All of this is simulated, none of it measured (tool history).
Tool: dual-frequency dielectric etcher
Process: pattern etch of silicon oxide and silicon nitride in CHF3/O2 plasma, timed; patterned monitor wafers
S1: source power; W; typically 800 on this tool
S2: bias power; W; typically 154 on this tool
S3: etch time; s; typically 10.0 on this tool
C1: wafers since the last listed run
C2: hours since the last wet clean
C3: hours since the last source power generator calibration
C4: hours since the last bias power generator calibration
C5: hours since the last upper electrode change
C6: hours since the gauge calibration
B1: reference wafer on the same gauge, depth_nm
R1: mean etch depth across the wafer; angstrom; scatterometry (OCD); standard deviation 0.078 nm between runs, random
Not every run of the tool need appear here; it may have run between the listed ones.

run	hour	S1	S2	S3	C1	C2	C3	C4	C5	C6	B1	R1
1	0.0	740	154	10.0	0	445.2	2634.0	2141.8	63.1	659.4	15.00	151.0
2	43.4	740	154	10.0	860	488.6	2677.4	2185.2	106.5	702.8	15.02	150.6
3	71.3	800	154	10.0	553	516.5	2705.3	2213.1	134.4	730.7	15.00	155.8
# hour 98.6: wet clean of the chamber
4	99.1	900	154	10.0	75	0.5	2733.1	2240.9	162.2	758.5	15.01	159.3
5	112.3	800	154	9.0	261	13.7	2746.3	2254.1	175.4	771.7	15.02	140.2
6	125.5	800	154	10.0	261	26.9	2759.5	2267.3	188.6	784.9	15.02	153.9
# hour 136.6: gauge calibrated
7	148.1	800	154	10.0	448	49.5	2782.1	2289.9	211.2	11.5	15.00	155.6
8	166.4	670	185	7.0	362	67.8	2800.4	2308.2	229.5	29.8	15.01	107.9
9	179.2	800	141	10.0	253	80.6	2813.2	2321.0	242.3	42.6	14.98	150.4
10	201.8	670	185	7.0	448	103.2	2835.8	2343.6	264.9	65.2	15.00	107.5
11	236.5	800	154	10.0	688	137.9	2870.5	2378.3	299.6	99.9	15.00	153.4
12	266.8	860	182	7.0	600	168.2	2900.8	2408.6	329.9	130.2	15.00	115.1
# hour 275.7: bias power generator calibrated
13	300.8	610	126	12.5	594	202.2	2934.8	25.1	363.9	164.2	14.99	170.0
14	330.4	930	177	7.5	587	231.8	2964.4	54.7	393.5	193.8	15.02	126.1
15	359.6	800	154	7.5	579	261.0	2993.6	83.9	422.7	223.0	14.98	115.4
16	373.8	800	175	10.0	281	275.2	3007.8	98.1	436.9	237.2	14.97	159.5
17	388.7	700	168	8.0	295	290.1	3022.7	113.0	451.8	252.1	15.01	121.4
# hour 409.5: source power generator calibrated
18	424.1	680	154	12.5	622	325.5	14.6	148.4	487.2	287.5	15.01	185.4
19	451.9	880	154	8.5	551	353.3	42.4	176.2	515.0	315.3	14.97	135.8
20	480.3	800	142	7.5	563	381.7	70.8	204.6	543.4	343.7	14.99	113.8
21	508.8	800	154	10.0	565	410.2	99.3	233.1	571.9	372.2	14.97	153.3
22	548.6	800	154	10.0	789	450.0	139.1	272.9	611.7	412.0	15.03	155.0
23	565.1	610	173	11.5	327	466.5	155.6	289.4	628.2	428.5	15.02	168.9
24	598.6	680	178	10.0	664	500.0	189.1	322.9	661.7	462.0	15.02	152.6
25	633.8	800	180	10.0	698	535.2	224.3	358.1	696.9	497.2	15.01	161.6
# hour 662.6: wet clean of the chamber
26	663.1	940	121	11.0	105	0.5	253.6	387.4	726.2	526.5	15.00	167.4
27	667.6	800	191	10.0	89	5.0	258.1	391.9	730.7	531.0	14.99	163.2
28	680.9	610	180	8.0	263	18.3	271.4	405.2	744.0	544.3	15.00	118.6
29	710.0	800	183	11.0	577	47.4	300.5	434.3	773.1	573.4	15.00	177.1

Predict each of these 5 candidate next runs independently; none follows another, all start after run 29:
A	710.4	920	154	10.0	7	47.8	300.9	434.7	773.5	573.8	?	?
B	710.4	690	183	12.5	7	47.8	300.9	434.7	773.5	573.8	?	?
C	710.4	650	154	7.0	7	47.8	300.9	434.7	773.5	573.8	?	?
D	710.4	980	188	11.0	7	47.8	300.9	434.7	773.5	573.8	?	?
E	710.4	800	154	8.0	7	47.8	300.9	434.7	773.5	573.8	?	?

run	B1	R1
A	15.00	161.8
B	15.00	193.8
C	15.00	101.8
D	15.00	191.4
E	15.00	123.9
With the hidden condition removed and each run's random variation left untouched, the same runs would have given:
run	R1
A	161.8
B	193.8
C	101.8
D	191.4
E	123.9
